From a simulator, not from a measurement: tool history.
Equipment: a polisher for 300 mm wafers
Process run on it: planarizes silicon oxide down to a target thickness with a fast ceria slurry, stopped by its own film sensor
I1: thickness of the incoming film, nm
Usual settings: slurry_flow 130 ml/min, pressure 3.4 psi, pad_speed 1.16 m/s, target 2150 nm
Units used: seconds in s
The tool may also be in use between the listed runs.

run 1 hour=0.0 | slurry_flow=130 pressure=3.4 pad_speed=1.16 target=2150 | I1=3435.8 | seconds=51.0
run 2 hour=53.4 | slurry_flow=130 pressure=3.4 pad_speed=1.16 target=2150 | I1=3456.8 | seconds=51.9
-- hour=60.9 head pressure recalibrated
run 3 hour=158.4 | slurry_flow=130 pressure=3.4 pad_speed=1.16 target=2150 | I1=3449.3 | seconds=51.5
-- hour=216.5 worn pad replaced by a new one
run 4 hour=229.5 | slurry_flow=160 pressure=3.4 pad_speed=1.16 target=2150 | I1=3409.5 | seconds=47.6
run 5 hour=280.8 | slurry_flow=160 pressure=3.4 pad_speed=1.16 target=2150 | I1=3395.2 | seconds=46.2
run 6 hour=386.2 | slurry_flow=160 pressure=3.4 pad_speed=1.16 target=2150 | I1=3404.7 | seconds=48.0
run 7 hour=465.8 | slurry_flow=130 pressure=3.4 pad_speed=1.16 target=2150 | I1=3488.9 | seconds=53.7
run 8 hour=549.2 | slurry_flow=130 pressure=3.4 pad_speed=1.16 target=2150 | I1=3374.2 | seconds=48.1
-- hour=580.5 slurry nozzle cleaned
run 9 hour=585.9 | slurry_flow=130 pressure=3.4 pad_speed=1.16 target=2150 | I1=3452.2 | seconds=51.0
-- hour=603.2 worn pad replaced by a new one
run 10 hour=637.4 | slurry_flow=105 pressure=3.4 pad_speed=1.16 target=2150 | I1=3415.0 | seconds=52.6
-- hour=675.5 head pressure recalibrated
run 11 hour=828.9 | slurry_flow=105 pressure=3.4 pad_speed=1.16 target=2150 | I1=3438.9 | seconds=53.9
run 12 hour=924.4 | slurry_flow=90 pressure=4.0 pad_speed=1.34 target=1768 | I1=3415.0 | seconds=58.6
-- hour=953.3 worn pad replaced by a new one
run 13 hour=994.7 | slurry_flow=130 pressure=3.4 pad_speed=1.16 target=2150 | I1=3454.9 | seconds=51.2
run 14 hour=1084.4 | slurry_flow=130 pressure=3.4 pad_speed=1.16 target=2150 | I1=3391.6 | seconds=49.6
-- hour=1127.9 slurry nozzle cleaned
-- hour=1183.1 head pressure recalibrated
run 15 hour=1236.2 | slurry_flow=130 pressure=4.0 pad_speed=0.82 target=2150 | I1=3408.0 | seconds=58.2
-- hour=1245.7 worn pad replaced by a new one
run 16 hour=1326.5 | slurry_flow=155 pressure=4.3 pad_speed=1.02 target=1887 | I1=3441.8 | seconds=56.0
run 17 hour=1374.5 | slurry_flow=130 pressure=3.4 pad_speed=0.94 target=2150 | I1=3387.5 | seconds=57.5
run 18 hour=1412.2 | slurry_flow=110 pressure=3.4 pad_speed=1.16 target=2150 | I1=3383.6 | seconds=51.2
run 19 hour=1471.9 | slurry_flow=130 pressure=3.1 pad_speed=1.16 target=2150 | I1=3396.1 | seconds=52.2
run 20 hour=1508.2 | slurry_flow=130 pressure=3.4 pad_speed=1.16 target=2150 | I1=3394.1 | seconds=49.2
-- hour=1582.5 worn pad replaced by a new one
run 21 hour=1611.5 | slurry_flow=130 pressure=3.4 pad_speed=1.16 target=2150 | I1=3492.9 | seconds=52.5
-- hour=1691.4 slurry nozzle cleaned
run 22 hour=1699.8 | slurry_flow=130 pressure=4.5 pad_speed=1.16 target=2150 | I1=3419.9 | seconds=41.5

Alternative continuations, all from the tool just after run 22; predict every row:
run A hour=1700.2 | slurry_flow=130 pressure=3.4 pad_speed=1.16 target=2505 | I1=3449.3 | seconds=?
run B hour=1700.2 | slurry_flow=145 pressure=3.4 pad_speed=1.16 target=2150 | I1=3449.3 | seconds=?
run C hour=1700.2 | slurry_flow=130 pressure=3.4 pad_speed=1.16 target=2290 | I1=3449.3 | seconds=?
run D hour=1700.2 | slurry_flow=155 pressure=3.0 pad_speed=1.16 target=2150 | I1=3449.3 | seconds=?
run E hour=1700.2 | slurry_flow=150 pressure=3.4 pad_speed=0.88 target=1878 | I1=3449.3 | seconds=?

run=A seconds=38.1
run=B seconds=51.2
run=C seconds=46.7
run=D seconds=54.4
run=E seconds=76.0
The same runs, with their run-to-run variation unchanged, on a tool lacking any hidden condition would have given:
run=A seconds=38.1
run=B seconds=51.2
run=C seconds=46.7
run=D seconds=54.4
run=E seconds=76.0

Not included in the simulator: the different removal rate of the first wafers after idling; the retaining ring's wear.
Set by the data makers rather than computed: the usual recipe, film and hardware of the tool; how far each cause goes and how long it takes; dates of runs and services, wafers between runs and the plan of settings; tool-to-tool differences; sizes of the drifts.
